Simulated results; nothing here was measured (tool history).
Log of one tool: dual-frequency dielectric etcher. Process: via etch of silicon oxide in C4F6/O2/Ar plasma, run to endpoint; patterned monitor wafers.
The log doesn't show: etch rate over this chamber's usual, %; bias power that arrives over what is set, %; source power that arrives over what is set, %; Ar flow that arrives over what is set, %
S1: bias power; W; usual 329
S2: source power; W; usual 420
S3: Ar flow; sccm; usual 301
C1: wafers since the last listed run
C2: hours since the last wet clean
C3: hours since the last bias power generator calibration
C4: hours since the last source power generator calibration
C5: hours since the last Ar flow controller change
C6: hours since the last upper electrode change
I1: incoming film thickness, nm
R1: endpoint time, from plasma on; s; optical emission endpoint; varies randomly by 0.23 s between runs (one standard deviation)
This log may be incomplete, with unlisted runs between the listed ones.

run	hour	S1	S2	S3	C1	C2	C3	C4	C5	C6	I1	R1
1	0.0	329	420	301	0	91.4	2980.5	1731.5	1107.5	4328.1	194.2	48.7
2	104.5	329	420	301	878	195.9	3085.0	1836.0	1212.0	4432.6	194.8	49.5
3	212.4	329	420	301	906	303.8	3192.9	1943.9	1319.9	4540.5	193.7	49.2
4	315.5	329	420	301	866	406.9	3296.0	2047.0	1423.0	4643.6	194.7	49.8
# hour 356.6: upper electrode replaced
5	357.2	329	420	301	148	448.6	3337.7	2088.7	1464.7	0.6	194.1	49.5
6	424.6	329	420	301	566	516.0	3405.1	2156.1	1532.1	68.0	196.2	50.2
# hour 445.0: source power generator calibrated
7	462.5	329	420	301	284	553.9	3443.0	17.5	1570.0	105.9	195.9	50.5
8	535.4	329	420	301	612	626.8	3515.9	90.4	1642.9	178.8	196.0	50.3
# hour 581.1: bias power generator calibrated
# hour 625.3: wet clean of the chamber
9	625.8	329	420	301	524	0.5	44.7	180.8	1733.3	269.2	195.1	49.1
# hour 633.2: Ar flow controller replaced
10	709.8	329	420	301	655	84.5	128.7	264.8	76.6	353.2	195.9	49.4
11	779.5	329	380	233	585	154.2	198.4	334.5	146.3	422.9	195.8	50.8
12	829.5	329	420	301	420	204.2	248.4	384.5	196.3	472.9	197.0	50.0
13	881.1	278	480	301	433	255.8	300.0	436.1	247.9	524.5	195.6	47.7
14	945.4	248	370	301	540	320.1	364.3	500.4	312.2	588.8	195.9	57.8
15	1011.6	306	490	358	556	386.3	430.5	566.6	378.4	655.0	196.6	47.8
16	1073.2	256	500	346	517	447.9	492.1	628.2	440.0	716.6	194.9	48.6

3 options for the next run, each taken on its own from the tool as it stands now. Forecast them:
A	1073.6	329	420	265	3	448.3	492.5	628.6	440.4	717.0	196.2	?
B	1073.6	401	340	301	3	448.3	492.5	628.6	440.4	717.0	196.2	?
C	1073.6	329	390	360	3	448.3	492.5	628.6	440.4	717.0	196.2	?

run	R1
A	49.1
B	54.3
C	53.5
With the hidden condition removed and each run's random variation left untouched, the same runs would have given:
run	R1
A	48.3
B	53.5
C	52.7
